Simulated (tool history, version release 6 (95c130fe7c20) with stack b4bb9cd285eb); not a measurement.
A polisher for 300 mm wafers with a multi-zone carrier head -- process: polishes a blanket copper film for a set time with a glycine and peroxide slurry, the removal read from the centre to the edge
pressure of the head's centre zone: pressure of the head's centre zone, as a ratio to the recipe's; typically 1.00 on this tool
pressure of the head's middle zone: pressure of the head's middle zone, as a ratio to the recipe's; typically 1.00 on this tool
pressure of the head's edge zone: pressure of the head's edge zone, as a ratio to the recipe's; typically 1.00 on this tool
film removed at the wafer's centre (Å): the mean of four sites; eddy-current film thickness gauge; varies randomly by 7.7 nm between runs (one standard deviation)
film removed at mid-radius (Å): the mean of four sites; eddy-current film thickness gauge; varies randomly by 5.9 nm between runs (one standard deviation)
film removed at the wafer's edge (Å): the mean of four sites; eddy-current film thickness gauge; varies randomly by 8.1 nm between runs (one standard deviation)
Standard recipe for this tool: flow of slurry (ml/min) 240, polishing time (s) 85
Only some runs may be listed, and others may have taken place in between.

run	day	flow of slurry (ml/min)	pressure of the head's centre zone	pressure of the head's middle zone	pressure of the head's edge zone	polishing time (s)	incoming thickness of the incoming film, nm	film removed at the wafer's centre (Å)	film removed at mid-radius (Å)	film removed at the wafer's edge (Å)
1	0.000	240	1.00	1.00	1.00	85	1825.4	5149	5225	5325
# day 0.575: slurry nozzle cleaned
2	1.475	240	1.00	1.00	1.00	85	1801.2	5362	5419	5454
# day 1.825: worn pad replaced by a new one
3	2.108	240	1.00	1.00	1.00	85	1822.5	5670	5776	5732
4	5.350	240	1.00	1.00	1.00	85	1779.6	5409	5515	5353
# day 6.838: worn pad replaced by a new one
5	6.858	240	1.00	1.00	1.00	85	1811.4	5462	5694	5714
6	7.288	240	1.00	1.00	1.00	85	1806.1	5626	5639	5634
7	8.600	240	1.00	1.00	1.00	85	1823.8	5259	5480	5465
8	9.796	175	1.00	1.00	1.00	85	1770.7	4842	4992	5151
9	10.333	175	1.00	1.00	1.00	85	1822.9	4794	5013	5150
10	11.775	240	1.00	1.00	1.00	85	1819.6	5049	5322	5132
# day 12.925: worn pad replaced by a new one
11	12.950	315	1.00	0.96	1.00	75	1807.3	5110	5032	5239
12	13.458	240	1.00	1.00	1.00	85	1838.1	5388	5582	5585
# day 14.521: edge zone pressure recalibrated
# day 14.642: slurry nozzle cleaned
13	14.742	240	1.11	1.05	1.00	63	1807.8	4565	4479	4338
14	15.396	240	1.00	1.11	0.96	85	1776.2	5602	5979	5458
15	16.725	240	1.00	1.08	1.00	106	1797.2	6919	7317	6937
# day 17.250: centre zone pressure recalibrated
# day 17.475: carrier head's membrane replaced by a new one
16	17.496	285	1.00	1.00	1.00	85	1789.1	5516	5508	5465
17	17.821	240	1.00	1.00	1.00	85	1828.1	5226	5375	5387
# day 18.262: worn pad replaced by a new one
18	18.471	240	1.00	1.00	1.00	85	1817.5	5480	5640	5626
19	19.162	165	1.09	1.00	1.00	60	1785.4	3865	3675	3731
20	19.812	240	1.00	1.00	1.00	85	1813.7	5320	5569	5486
21	22.704	240	1.00	0.95	1.00	85	1780.6	5172	5057	5191
# day 23.604: worn pad replaced by a new one
22	23.625	240	1.00	1.00	1.00	85	1828.0	5442	5683	5624
23	24.417	240	1.00	0.89	1.00	85	1785.9	5551	5168	5449

Measured minus without-hidden-state, run by run (identical run-to-run variation in each term; gauge scatter may differ):
Hidden conditions of the tool in this case: removal rate lost through wear of the pad, %; slurry flow missing at the pad, %; deviation of the centre zone's pressure from its setpoint, %; deviation of the edge zone's pressure from its setpoint, %.
run	film removed at the wafer's centre (Å)	film removed at mid-radius (Å)	film removed at the wafer's edge (Å)
1	-697	-665	-583
2	-492	-492	-485
3	-170	-165	-146
4	-540	-529	-466
5	-293	-277	-219
6	-346	-318	-256
7	-452	-438	-370
8	-647	-614	-523
9	-692	-669	-572
10	-730	-729	-623
11	-277	-247	-203
12	-426	-400	-313
13	-147	-144	-138
14	-264	-278	-244
15	-538	-554	-494
16	-502	-489	-461
17	-537	-537	-503
18	-266	-255	-213
19	-317	-276	-227
20	-404	-399	-341
21	-693	-646	-594
22	-348	-328	-250
23	-431	-367	-311
